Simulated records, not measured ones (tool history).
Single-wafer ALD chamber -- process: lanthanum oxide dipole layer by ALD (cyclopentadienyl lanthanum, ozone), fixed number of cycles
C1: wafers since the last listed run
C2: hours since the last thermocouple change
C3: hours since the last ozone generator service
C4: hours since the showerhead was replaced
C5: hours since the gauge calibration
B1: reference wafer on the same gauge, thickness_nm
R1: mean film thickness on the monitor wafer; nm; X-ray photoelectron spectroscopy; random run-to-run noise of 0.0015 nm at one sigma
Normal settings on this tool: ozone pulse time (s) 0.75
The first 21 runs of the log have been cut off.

run 22 hour=1823.3 | ozone_pulse_time_(s)=0.75 | C1=812 C2=706.0 C3=1127.2 C4=483.8 C5=891.6 | B1=0.372 | R1=0.414
run 23 hour=1863.7 | ozone_pulse_time_(s)=0.89 | C1=400 C2=746.4 C3=1167.6 C4=524.2 C5=932.0 | B1=0.372 | R1=0.447
run 24 hour=1905.6 | ozone_pulse_time_(s)=0.75 | C1=415 C2=788.3 C3=1209.5 C4=566.1 C5=973.9 | B1=0.371 | R1=0.410
run 25 hour=2004.9 | ozone_pulse_time_(s)=0.64 | C1=983 C2=887.6 C3=1308.8 C4=665.4 C5=1073.2 | B1=0.371 | R1=0.380
-- hour=2078.5 ozone generator serviced
run 26 hour=2103.9 | ozone_pulse_time_(s)=0.56 | C1=901 C2=986.6 C3=25.4 C4=764.4 C5=1172.2 | B1=0.370 | R1=0.348
run 27 hour=2171.9 | ozone_pulse_time_(s)=1.00 | C1=673 C2=1054.6 C3=93.4 C4=832.4 C5=1240.2 | B1=0.371 | R1=0.461
run 28 hour=2228.5 | ozone_pulse_time_(s)=0.58 | C1=560 C2=1111.2 C3=150.0 C4=889.0 C5=1296.8 | B1=0.370 | R1=0.356
run 29 hour=2324.3 | ozone_pulse_time_(s)=0.84 | C1=948 C2=1207.0 C3=245.8 C4=984.8 C5=1392.6 | B1=0.369 | R1=0.432
run 30 hour=2385.6 | ozone_pulse_time_(s)=0.92 | C1=607 C2=1268.3 C3=307.1 C4=1046.1 C5=1453.9 | B1=0.369 | R1=0.444
run 31 hour=2454.4 | ozone_pulse_time_(s)=1.05 | C1=681 C2=1337.1 C3=375.9 C4=1114.9 C5=1522.7 | B1=0.369 | R1=0.467
run 32 hour=2515.4 | ozone_pulse_time_(s)=0.61 | C1=604 C2=1398.1 C3=436.9 C4=1175.9 C5=1583.7 | B1=0.368 | R1=0.366
run 33 hour=2552.3 | ozone_pulse_time_(s)=0.65 | C1=365 C2=1435.0 C3=473.8 C4=1212.8 C5=1620.6 | B1=0.368 | R1=0.377
run 34 hour=2615.8 | ozone_pulse_time_(s)=1.05 | C1=629 C2=1498.5 C3=537.3 C4=1276.3 C5=1684.1 | B1=0.368 | R1=0.463
run 35 hour=2662.1 | ozone_pulse_time_(s)=0.85 | C1=458 C2=1544.8 C3=583.6 C4=1322.6 C5=1730.4 | B1=0.368 | R1=0.432

Predict each of these 3 candidate next runs independently; none follows another, all start after run 35:
run A hour=2662.5 | ozone_pulse_time_(s)=0.98 | C1=3 C2=1545.2 C3=584.0 C4=1323.0 C5=1730.8 | B1=? | R1=?
run B hour=2662.5 | ozone_pulse_time_(s)=0.53 | C1=3 C2=1545.2 C3=584.0 C4=1323.0 C5=1730.8 | B1=? | R1=?
run C hour=2662.5 | ozone_pulse_time_(s)=0.63 | C1=3 C2=1545.2 C3=584.0 C4=1323.0 C5=1730.8 | B1=? | R1=?

run=A B1=0.368 R1=0.455
run=B B1=0.368 R1=0.333
run=C B1=0.368 R1=0.372
Without the tool's unlogged condition, the same runs would have read:
run=A R1=0.466
run=B R1=0.341
run=C R1=0.381
